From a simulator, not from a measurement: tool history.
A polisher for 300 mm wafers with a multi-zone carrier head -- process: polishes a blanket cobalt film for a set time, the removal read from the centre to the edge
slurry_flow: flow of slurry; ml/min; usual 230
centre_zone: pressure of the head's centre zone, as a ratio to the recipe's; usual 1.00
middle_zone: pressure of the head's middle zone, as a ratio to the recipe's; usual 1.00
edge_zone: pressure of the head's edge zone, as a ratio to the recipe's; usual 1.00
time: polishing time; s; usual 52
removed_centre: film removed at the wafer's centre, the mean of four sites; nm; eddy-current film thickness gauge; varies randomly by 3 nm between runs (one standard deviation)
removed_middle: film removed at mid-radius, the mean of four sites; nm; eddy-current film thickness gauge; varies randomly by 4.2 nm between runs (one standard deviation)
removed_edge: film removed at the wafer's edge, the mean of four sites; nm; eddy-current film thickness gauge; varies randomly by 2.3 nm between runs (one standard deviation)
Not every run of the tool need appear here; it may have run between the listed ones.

run	hour	slurry_flow	centre_zone	middle_zone	edge_zone	time	incoming thickness of the incoming film, nm	removed_centre	removed_middle	removed_edge
1	0.0	230	1.00	1.00	1.00	66	1024.6	430.1	454.9	467.7
2	9.7	230	1.00	1.00	1.00	66	1001.6	419.7	466.8	464.8
# hour 20.8: slurry nozzle cleaned
3	23.9	230	1.00	1.00	1.00	52	1030.9	334.2	348.6	361.1
# hour 30.2: centre zone pressure recalibrated
4	32.3	230	1.00	1.00	1.00	52	1017.1	356.7	347.3	354.7
5	45.9	205	1.00	1.00	0.96	52	1016.5	347.5	337.4	336.7
# hour 55.0: worn pad replaced by a new one
# hour 58.8: edge zone pressure recalibrated
6	78.3	230	1.05	1.00	0.88	52	1017.5	398.4	369.1	357.5
7	86.7	160	0.92	1.00	1.03	52	1013.0	328.2	353.7	365.2
8	101.4	280	0.96	1.09	1.00	52	1007.1	363.1	396.7	377.8
9	110.8	230	1.00	1.00	1.00	47	1028.5	328.3	322.6	327.7
10	121.0	230	1.00	1.00	1.00	38	1030.5	262.0	256.4	264.8
11	131.3	155	0.94	1.00	1.00	60	1004.5	360.1	374.2	391.6
# hour 139.0: worn pad replaced by a new one
# hour 143.1: carrier head's membrane replaced by a new one
12	143.6	175	1.10	1.00	1.00	52	1033.4	396.3	348.5	367.3
13	153.2	230	0.97	1.00	1.00	52	1002.8	366.7	364.4	377.6
14	166.0	230	1.00	1.00	1.00	52	1027.0	373.7	367.3	370.4
15	172.4	175	1.00	1.00	0.90	52	1007.3	354.1	345.3	343.2
16	182.9	230	1.07	0.89	0.95	59	1015.6	440.7	375.7	403.2
17	189.7	155	0.91	1.00	1.04	52	1015.5	308.6	339.0	353.0
18	200.8	230	1.00	1.00	1.00	52	1010.4	351.2	349.3	355.0
19	214.3	230	1.00	1.00	1.00	42	1004.2	284.6	271.4	282.0
# hour 234.6: worn pad replaced by a new one
20	235.1	230	1.00	0.96	1.00	52	1021.7	371.5	361.8	374.1
21	248.8	230	1.00	1.00	1.00	42	1001.6	305.6	293.5	305.3
22	259.8	230	1.00	1.00	1.00	52	1042.0	370.2	369.4	370.4
23	274.1	230	1.00	1.00	1.00	52	1030.2	366.0	360.8	373.7

What was the tool's hidden state at every run in the log?
slurry flow missing at the pad, %: 0 across all the runs
deviation of the edge zone's pressure from its setpoint, %: 0 across all the runs
H1: removal rate lost through wear of the pad, %
H2: deviation of the centre zone's pressure from its setpoint, %
run	H1	H2
1	2.4	-7.06
2	3.25	-7.31
3	4.9	-7.67
4	6.1	1.31
5	8.39	1.3
6	0.762	1.26
7	1.3	1.25
8	2.64	1.21
9	3.77	1.19
10	5.22	1.16
11	6.93	1.12
12	1.16	1.07
13	1.37	1.03
14	1.99	0.975
15	2.44	0.943
16	3.39	0.887
17	4.14	0.849
18	5.6	0.783
19	7.76	0.697
20	0.651	0.552
21	0.887	0.448
22	1.39	0.359
23	2.48	0.237
